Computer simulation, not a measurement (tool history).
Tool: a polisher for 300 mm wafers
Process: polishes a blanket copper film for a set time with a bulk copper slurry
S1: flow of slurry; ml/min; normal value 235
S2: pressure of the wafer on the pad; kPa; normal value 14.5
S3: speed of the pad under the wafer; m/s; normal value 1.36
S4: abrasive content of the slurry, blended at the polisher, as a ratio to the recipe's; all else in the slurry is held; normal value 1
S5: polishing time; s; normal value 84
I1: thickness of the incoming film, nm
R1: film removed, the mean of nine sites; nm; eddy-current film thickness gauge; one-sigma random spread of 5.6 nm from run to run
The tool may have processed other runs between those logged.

run 1 hour=0 | S1=235 S2=11.7 S3=1.36 S4=1 S5=84 | I1=3814.3 | R1=681.2
run 2 hour=46.5 | S1=235 S2=14.5 S3=1.36 S4=1 S5=84 | I1=3780.2 | R1=833.4
-- hour=60.6 worn pad replaced by a new one
run 3 hour=72 | S1=235 S2=14.5 S3=1.36 S4=1 S5=84 | I1=3746.7 | R1=815.1
-- hour=122.3 head pressure recalibrated
run 4 hour=139.5 | S1=235 S2=14.5 S3=1.36 S4=1 S5=84 | I1=3799.9 | R1=808.2
run 5 hour=190.5 | S1=235 S2=14.5 S3=1.36 S4=1 S5=84 | I1=3754.7 | R1=783.2
-- hour=198.7 slurry blender recalibrated
run 6 hour=216 | S1=235 S2=14.5 S3=1.36 S4=1 S5=84 | I1=3751.9 | R1=854
run 7 hour=255.6 | S1=235 S2=14.5 S3=1.36 S4=1 S5=84 | I1=3747.3 | R1=839.5
run 8 hour=290 | S1=235 S2=14.5 S3=1.36 S4=1 S5=84 | I1=3826.2 | R1=843.7
run 9 hour=357.3 | S1=235 S2=14.5 S3=1.36 S4=1 S5=84 | I1=3710.6 | R1=834.3
-- hour=385.4 worn pad replaced by a new one
run 10 hour=387.7 | S1=235 S2=14.5 S3=1.36 S4=1 S5=84 | I1=3792.6 | R1=821.9
-- hour=391.6 slurry nozzle cleaned
run 11 hour=439.4 | S1=235 S2=14.5 S3=1.36 S4=1 S5=95 | I1=3808.7 | R1=921.5
-- hour=473.3 slurry blender recalibrated
run 12 hour=475.3 | S1=235 S2=14.5 S3=1.36 S4=1 S5=95 | I1=3788.9 | R1=967.1
run 13 hour=522.3 | S1=235 S2=14.5 S3=1.36 S4=1 S5=84 | I1=3734.1 | R1=850
run 14 hour=568 | S1=295 S2=12.4 S3=1.18 S4=1 S5=84 | I1=3810.6 | R1=646
run 15 hour=601.4 | S1=235 S2=14.5 S3=1.36 S4=1.15 S5=56 | I1=3803.4 | R1=580.6
run 16 hour=628.7 | S1=180 S2=14.5 S3=1.36 S4=0.85 S5=84 | I1=3794.1 | R1=780.6
-- hour=644.4 worn pad replaced by a new one
run 17 hour=656.8 | S1=235 S2=14.5 S3=1.36 S4=1 S5=84 | I1=3743.6 | R1=836.5
run 18 hour=688 | S1=235 S2=14.5 S3=1.36 S4=1 S5=84 | I1=3781.1 | R1=832.6
run 19 hour=720.9 | S1=235 S2=12.4 S3=1.36 S4=1 S5=84 | I1=3752.3 | R1=698.5
-- hour=752.6 head pressure recalibrated
run 20 hour=773.7 | S1=235 S2=14.5 S3=1.36 S4=1 S5=84 | I1=3734.8 | R1=795.4
-- hour=799.1 slurry blender recalibrated
run 21 hour=800.2 | S1=235 S2=14.5 S3=1.36 S4=1.2 S5=84 | I1=3761.5 | R1=886
run 22 hour=870.8 | S1=235 S2=15.9 S3=1.36 S4=0.8 S5=84 | I1=3784.1 | R1=893.6
run 23 hour=913.8 | S1=235 S2=13.1 S3=1.02 S4=1 S5=84 | I1=3759.8 | R1=567.5
-- hour=936.4 worn pad replaced by a new one
run 24 hour=958.1 | S1=235 S2=14.5 S3=1.36 S4=1 S5=84 | I1=3825.4 | R1=834.6
run 25 hour=984.4 | S1=260 S2=10.3 S3=1.1 S4=1 S5=112 | I1=3780.6 | R1=641.5
run 26 hour=1038.2 | S1=180 S2=14.5 S3=1.36 S4=0.85 S5=84 | I1=3786.4 | R1=765.1
-- hour=1068.5 slurry blender recalibrated
-- hour=1076.6 slurry nozzle cleaned
run 27 hour=1086.9 | S1=235 S2=14.5 S3=1.7 S4=1 S5=101 | I1=3774.3 | R1=1284.4
run 28 hour=1135 | S1=235 S2=17.9 S3=1.36 S4=1 S5=84 | I1=3731.1 | R1=1036.1
run 29 hour=1186.7 | S1=180 S2=14.5 S3=1.64 S4=1 S5=84 | I1=3777.8 | R1=978
-- hour=1239.6 worn pad replaced by a new one
run 30 hour=1240.1 | S1=185 S2=16.5 S3=1.36 S4=0.8 S5=68 | I1=3851 | R1=710.5

For each run, what was the tool's unlogged condition?
removal rate lost through wear of the pad, %: 0 in every run
slurry flow missing at the pad, %: 0 in every run
deviation of the head's pressure from its setpoint, %: 0 in every run
H1: abrasive missing from the slurry, %
run=1 H1=8.56
run=2 H1=13.1
run=3 H1=16.1
run=4 H1=26.2
run=5 H1=35.7
run=6 H1=1.89
run=7 H1=2.8
run=8 H1=4.4
run=9 H1=9.65
run=10 H1=13
run=11 H1=19.9
run=12 H1=0.209
run=13 H1=0.96
run=14 H1=3.01
run=15 H1=5.34
run=16 H1=7.76
run=17 H1=10.7
run=18 H1=14.6
run=19 H1=19.4
run=20 H1=28.4
run=21 H1=1.27
run=22 H1=2.88
run=23 H1=5.38
run=24 H1=9.17
run=25 H1=12
run=26 H1=19.1
run=27 H1=2.57
run=28 H1=3.85
run=29 H1=6.83
run=30 H1=11.7
